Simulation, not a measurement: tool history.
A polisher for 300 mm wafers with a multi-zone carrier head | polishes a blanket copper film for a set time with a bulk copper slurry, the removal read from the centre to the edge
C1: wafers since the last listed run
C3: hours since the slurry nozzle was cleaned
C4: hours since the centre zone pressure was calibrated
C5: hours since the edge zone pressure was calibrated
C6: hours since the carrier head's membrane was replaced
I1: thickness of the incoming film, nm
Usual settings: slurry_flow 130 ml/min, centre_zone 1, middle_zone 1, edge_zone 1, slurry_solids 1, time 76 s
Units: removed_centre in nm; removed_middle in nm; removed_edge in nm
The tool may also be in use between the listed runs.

Run 1, hour 0: usual settings but edge_zone 0.94, time 96 s; C1 0; wafers polished on this pad 421; C3 288.9; C4 1119.5; C5 171.3; C6 512.5; I1 2661.8. Result: removed_centre 1163.9 nm, removed_middle 1206.9 nm, removed_edge 1194.6 nm.
Run 2, hour 6: usual settings; C1 40; wafers polished on this pad 461; C3 294.9; C4 1125.5; C5 177.3; C6 518.5; I1 2683.5. Result: removed_centre 922.5 nm, removed_middle 939.7 nm, removed_edge 968.5 nm.
Run 3, hour 15.4: usual settings; C1 63; wafers polished on this pad 525; C3 304.3; C4 1134.9; C5 186.7; C6 527.9; I1 2659.2. Result: removed_centre 912.7 nm, removed_middle 938.6 nm, removed_edge 974.5 nm.
Run 4, hour 32.8: usual settings; C1 118; wafers polished on this pad 643; C3 321.7; C4 1152.3; C5 204.1; C6 545.3; I1 2726.3. Result: removed_centre 914.3 nm, removed_middle 933.5 nm, removed_edge 986.5 nm.
At hour 39.4: worn pad replaced by a new one.
Run 5, hour 43.7: usual settings; C1 46; wafers polished on this pad 28; C3 332.6; C4 1163.2; C5 215; C6 556.2; I1 2744.5. Result: removed_centre 915.2 nm, removed_middle 942.2 nm, removed_edge 962.6 nm.
Run 6, hour 56: usual settings but edge_zone 0.95; C1 83; wafers polished on this pad 112; C3 344.9; C4 1175.5; C5 227.3; C6 568.5; I1 2694. Result: removed_centre 915.3 nm, removed_middle 924.7 nm, removed_edge 943.8 nm.
Run 7, hour 64.9: usual settings but edge_zone 0.95; C1 60; wafers polished on this pad 173; C3 353.8; C4 1184.4; C5 236.2; C6 577.4; I1 2684. Result: removed_centre 913.7 nm, removed_middle 902.4 nm, removed_edge 943 nm.
Run 8, hour 81: usual settings but middle_zone 0.94; C1 109; wafers polished on this pad 282; C3 369.9; C4 1200.5; C5 252.3; C6 593.5; I1 2727.6. Result: removed_centre 913.1 nm, removed_middle 886.6 nm, removed_edge 964.8 nm.
Run 9, hour 90.4: usual settings; C1 63; wafers polished on this pad 346; C3 379.3; C4 1209.9; C5 261.7; C6 602.9; I1 2651. Result: removed_centre 910.1 nm, removed_middle 902.3 nm, removed_edge 957.2 nm.
At hour 97.8: slurry nozzle cleaned.
At hour 102.1: carrier head's membrane replaced by a new one.
Run 10, hour 102.9: usual settings but slurry_solids 0.9; C1 49; wafers polished on this pad 395; C3 5.1; C4 1222.4; C5 274.2; C6 0.8; I1 2656.1. Result: removed_centre 1021.7 nm, removed_middle 1016 nm, removed_edge 1013 nm.

Forecast run 11:
At hour 109.6: centre zone pressure recalibrated.
Run 11, hour 110.5: usual settings; C1 38; wafers polished on this pad 433; C3 12.7; C4 0.9; C5 281.8; C6 8.4; I1 2717.1. Result: removed_centre ?, removed_middle ?, removed_edge ?.

removed_centre: 1056.2 nm
removed_middle: 1042.8 nm
removed_edge: 1053.1 nm
Without the tool's hidden state the same run would have given removed_centre 1066 nm, removed_middle 1051.2 nm, removed_edge 1059.1 nm.
